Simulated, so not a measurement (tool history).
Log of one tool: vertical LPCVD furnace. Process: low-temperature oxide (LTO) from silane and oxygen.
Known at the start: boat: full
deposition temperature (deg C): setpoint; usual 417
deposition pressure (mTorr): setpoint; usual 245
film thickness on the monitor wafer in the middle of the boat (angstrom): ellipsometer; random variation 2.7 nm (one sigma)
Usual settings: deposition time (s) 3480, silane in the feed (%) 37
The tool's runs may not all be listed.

run,hour,deposition temperature (deg C),deposition pressure (mTorr),deposition time (s),silane in the feed (%),"read-back reference wafer on the same gauge, thickness",film thickness on the monitor wafer in the middle of the boat (angstrom)
1,0.0,417,245,3480,41,631.12,7696.4
2,49.7,417,245,3480,41,631.13,7762.9
3,227.0,417,245,3480,37,630.82,6899.3
4,289.2,417,245,3480,37,630.83,6920.0
5,352.6,417,245,3900,37,631.26,7788.3
6,421.4,417,245,3480,37,631.18,6950.4
7,455.6,417,245,3480,37,630.84,6926.5
8,519.3,417,245,3480,35,631.33,6474.0
# hour 575.3: gauge calibrated
9,626.7,417,245,3480,37,631.03,7004.9
10,657.3,417,245,3480,37,631.26,6913.9
11,712.7,417,295,3480,37,631.55,8364.3
12,737.2,417,245,3480,37,630.85,6927.3
13,779.5,417,245,3480,37,630.94,6960.8
14,807.0,413,245,3480,37,630.87,6701.5
15,837.4,409,245,3480,43,631.08,7580.8
16,899.6,417,245,4680,37,630.93,9375.0
# hour 958.2: thermocouples replaced and temperature profile calibrated
# hour 959.1: silane flow controller replaced
17,959.6,410,290,3990,37,631.16,8425.5
18,969.4,417,245,2370,34,630.67,4081.0
19,1150.0,417,245,3480,37,630.99,6793.7
# hour 1182.1: pressure gauge zeroed
20,1182.5,417,245,3480,37,630.65,6772.7
21,1222.9,417,245,3480,37,631.14,6779.5
22,1256.0,417,270,3480,37,630.93,7523.8
23,1324.2,420,290,2550,44,630.99,7383.8
24,1394.2,408,270,2460,42,630.49,5621.6
25,1477.5,412,275,3930,40,630.42,9030.6
26,1525.8,417,245,3480,37,630.75,6912.2
27,1691.6,427,245,3480,37,630.57,7656.4
28,1729.6,417,245,3480,37,630.32,6914.1
29,1785.6,417,210,3480,37,630.89,5935.4
30,1821.3,417,245,4620,37,630.80,9193.5
31,1886.0,417,245,3480,37,631.08,6946.9

Forecast each of these 4 alternatives for the next run:
A,1890.7,417,245,3480,37,?,?
B,1890.7,408,245,2280,37,?,?
C,1890.7,424,290,4470,33,?,?
D,1890.7,414,265,3480,40,?,?

run,"read-back reference wafer on the same gauge, thickness",film thickness on the monitor wafer in the middle of the boat (angstrom)
A,631.09,6923.6
B,631.09,4124.0
C,631.09,9800.8
D,631.09,7955.2
Without the tool's hidden state the same runs would have given:
run,film thickness on the monitor wafer in the middle of the boat (angstrom)
A,6632.4
B,3944.5
C,9386.4
D,7624.6
